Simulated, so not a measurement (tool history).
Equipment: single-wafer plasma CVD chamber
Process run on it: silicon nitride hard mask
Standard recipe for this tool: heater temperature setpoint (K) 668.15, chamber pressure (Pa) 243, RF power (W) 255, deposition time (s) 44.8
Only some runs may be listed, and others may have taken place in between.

run   hour  heater temperature setpoint (K)  chamber pressure (Pa)  RF power (W)  deposition time (s)  wafers since the last listed run  hours since the last thermocouple change  hours since the last RF generator calibration  hours since the last manometer calibration  hours since the showerhead was replaced  hours since the gauge calibration  read-back reference wafer on the same gauge, thickness_nm  mean film thickness on the monitor wafer (angstrom)
  1    0.0                           668.15                    243           220                 44.8                                 0                                     898.0                                          665.5                                      1056.7                                   3757.1                              165.5                                                     53.343                                               409.74
      14.4  -- capacitance manometer re-zeroed and calibrated
  2   14.9                           668.15                    243           255                 44.8                               140                                     912.9                                          680.4                                         0.5                                   3772.0                              180.4                                                     53.413                                               459.59
  3   31.1                           668.15                    243           255                 44.8                               328                                     929.1                                          696.6                                        16.7                                   3788.2                              196.6                                                     53.384                                               457.53
  4   37.9                           668.15                    243           255                 44.8                               138                                     935.9                                          703.4                                        23.5                                   3795.0                              203.4                                                     53.400                                               460.01
  5   44.7                           668.15                    243           255                 44.8                               138                                     942.7                                          710.2                                        30.3                                   3801.8                              210.2                                                     53.374                                               457.43
  6   56.1                           668.15                    197           245                 44.8                               231                                     954.1                                          721.6                                        41.7                                   3813.2                              221.6                                                     53.431                                               417.16
  7   64.3                           676.15                    243           285                 44.8                               166                                     962.3                                          729.8                                        49.9                                   3821.4                              229.8                                                     53.503                                               493.45
  8   82.3                           668.15                    243           275                 51.2                               365                                     980.3                                          747.8                                        67.9                                   3839.4                              247.8                                                     53.471                                               553.66
  9   95.7                           668.15                    243           255                 44.8                               272                                     993.7                                          761.2                                        81.3                                   3852.8                              261.2                                                     53.434                                               460.00
 10  104.3                           663.15                    271           280                 41.5                               174                                    1002.3                                          769.8                                        89.9                                   3861.4                              269.8                                                     53.368                                               472.79
     121.5  -- thermocouple changed; heater temperature recalibrated
     126.6  -- RF generator calibrated
 11  156.4                           673.15                    289           255                 44.8                               793                                      34.9                                           29.8                                       142.0                                   3913.5                              321.9                                                     53.381                                               482.78
 12  175.2                           661.15                    213           270                 44.8                               381                                      53.7                                           48.6                                       160.8                                   3932.3                              340.7                                                     53.489                                               463.62
     189.5  -- showerhead replaced
 13  190.1                           668.15                    289           275                 44.8                               140                                      68.6                                           63.5                                       175.7                                      0.6                              355.6                                                     53.336                                               506.60
 14  204.8                           668.15                    223           215                 48.5                               298                                      83.3                                           78.2                                       190.4                                     15.3                              370.3                                                     53.363                                               426.21
     214.5  -- gauge calibrated
 15  216.9                           659.15                    296           305                 44.8                               245                                      95.4                                           90.3                                       202.5                                     27.4                                2.4                                                     53.386                                               555.60
 16  232.7                           668.15                    243           300                 44.8                               320                                     111.2                                          106.1                                       218.3                                     43.2                               18.2                                                     53.441                                               514.15
 17  249.9                           668.15                    243           235                 52.3                               349                                     128.4                                          123.3                                       235.5                                     60.4                               35.4                                                     53.482                                               503.30
 18  258.6                           659.15                    296           305                 44.8                               176                                     137.1                                          132.0                                       244.2                                     69.1                               44.1                                                     53.337                                               554.26
 19  275.0                           668.15                    243           255                 44.8                               333                                     153.5                                          148.4                                       260.6                                     85.5                               60.5                                                     53.423                                               461.69
 20  290.2                           668.15                    243           255                 44.8                               308                                     168.7                                          163.6                                       275.8                                    100.7                               75.7                                                     53.436                                               460.30
 21  298.6                           680.15                    284           255                 44.8                               170                                     177.1                                          172.0                                       284.2                                    109.1                               84.1                                                     53.417                                               475.69
 22  311.8                           663.15                    243           220                 44.8                               268                                     190.3                                          185.2                                       297.4                                    122.3                               97.3                                                     53.483                                               412.47
 23  323.7                           654.15                    204           255                 44.8                               241                                     202.2                                          197.1                                       309.3                                    134.2                              109.2                                                     53.389                                               435.78
 24  367.8                           678.15                    221           240                 36.5                               895                                     246.3                                          241.2                                       353.4                                    178.3                              153.3                                                     53.416                                               346.80
 25  384.1                           655.15                    243           255                 41.5                               331                                     262.6                                          257.5                                       369.7                                    194.6                              169.6                                                     53.407                                               427.28
 26  394.9                           668.15                    221           225                 37.1                               219                                     273.4                                          268.3                                       380.5                                    205.4                              180.4                                                     53.359                                               337.78
 27  401.1                           668.15                    263           215                 44.8                               125                                     279.6                                          274.5                                       386.7                                    211.6                              186.6                                                     53.417                                               417.46
 28  416.8                           668.15                    292           235                 49.9                               318                                     295.3                                          290.2                                       402.4                                    227.3                              202.3                                                     53.301                                               506.15

Hidden state at the last listed run before each entry between runs and at the first one after, where it differs:
Between runs 1 and 2: capacitance manometer re-zeroed and calibrated (hour 14.4)
  the hidden state is the same at both runs
Between runs 10 and 11: thermocouple changed; heater temperature recalibrated (hour 121.5); RF generator calibrated (hour 126.6)
  the hidden state is the same at both runs
Between runs 12 and 13: showerhead replaced (hour 189.5)
  the hidden state is the same at both runs
Between runs 14 and 15: gauge calibrated (hour 214.5)
  the hidden state is the same at both runs

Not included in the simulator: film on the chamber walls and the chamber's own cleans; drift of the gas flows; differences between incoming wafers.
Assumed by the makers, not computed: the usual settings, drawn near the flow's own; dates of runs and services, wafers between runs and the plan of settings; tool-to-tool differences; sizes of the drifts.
